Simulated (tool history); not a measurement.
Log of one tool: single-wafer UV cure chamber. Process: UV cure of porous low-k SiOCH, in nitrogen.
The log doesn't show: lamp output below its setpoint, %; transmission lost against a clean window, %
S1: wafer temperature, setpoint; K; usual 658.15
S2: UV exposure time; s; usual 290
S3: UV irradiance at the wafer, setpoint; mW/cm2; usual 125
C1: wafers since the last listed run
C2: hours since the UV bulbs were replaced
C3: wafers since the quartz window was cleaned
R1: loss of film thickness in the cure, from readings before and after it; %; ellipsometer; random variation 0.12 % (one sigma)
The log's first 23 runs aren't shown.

{"run": 24, "hour": 1302.0, "S1": 658.15, "S2": 290, "S3": 146, "C1": 352, "C2": 546.3, "C3": 1543, "R1": 14.779}
{"run": 25, "hour": 1368.1, "S1": 658.15, "S2": 290, "S3": 125, "C1": 324, "C2": 612.4, "C3": 1868, "R1": 13.592}
{"run": 26, "hour": 1426.5, "S1": 639.15, "S2": 290, "S3": 125, "C1": 287, "C2": 670.8, "C3": 2155, "R1": 13.441}
{"run": 27, "hour": 1492.6, "S1": 649.15, "S2": 290, "S3": 125, "C1": 324, "C2": 736.9, "C3": 2480, "R1": 13.34}
{"run": 28, "hour": 1539.0, "S1": 658.15, "S2": 290, "S3": 125, "C1": 228, "C2": 783.3, "C3": 2708, "R1": 13.706}
{"run": 29, "hour": 1587.1, "S1": 658.15, "S2": 290, "S3": 136, "C1": 236, "C2": 831.4, "C3": 2945, "R1": 14.064}
{"run": 30, "hour": 1621.6, "S1": 648.15, "S2": 400, "S3": 125, "C1": 169, "C2": 865.9, "C3": 3114, "R1": 14.827}
{"run": 31, "hour": 1655.3, "S1": 639.15, "S2": 195, "S3": 125, "C1": 165, "C2": 899.6, "C3": 3280, "R1": 11.34}
{"run": 32, "hour": 1698.3, "S1": 667.15, "S2": 425, "S3": 99, "C1": 211, "C2": 942.6, "C3": 3491, "R1": 14.324}

Forecast each of these 4 alternatives for the next run:
{"run": "A", "hour": 1698.8, "S1": 658.15, "S2": 460, "S3": 125, "C1": 2, "C2": 943.1, "C3": 3494, "R1": "?"}
{"run": "B", "hour": 1698.8, "S1": 658.15, "S2": 125, "S3": 106, "C1": 2, "C2": 943.1, "C3": 3494, "R1": "?"}
{"run": "C", "hour": 1698.8, "S1": 658.15, "S2": 400, "S3": 90, "C1": 2, "C2": 943.1, "C3": 3494, "R1": "?"}
{"run": "D", "hour": 1698.8, "S1": 642.15, "S2": 290, "S3": 156, "C1": 2, "C2": 943.1, "C3": 3494, "R1": "?"}

run=A R1=15.698
run=B R1=9.007
run=C R1=13.47
run=D R1=14.238
Without the tool's hidden state the same runs would have given:
run=A R1=16.238
run=B R1=9.481
run=C R1=14.001
run=D R1=14.774
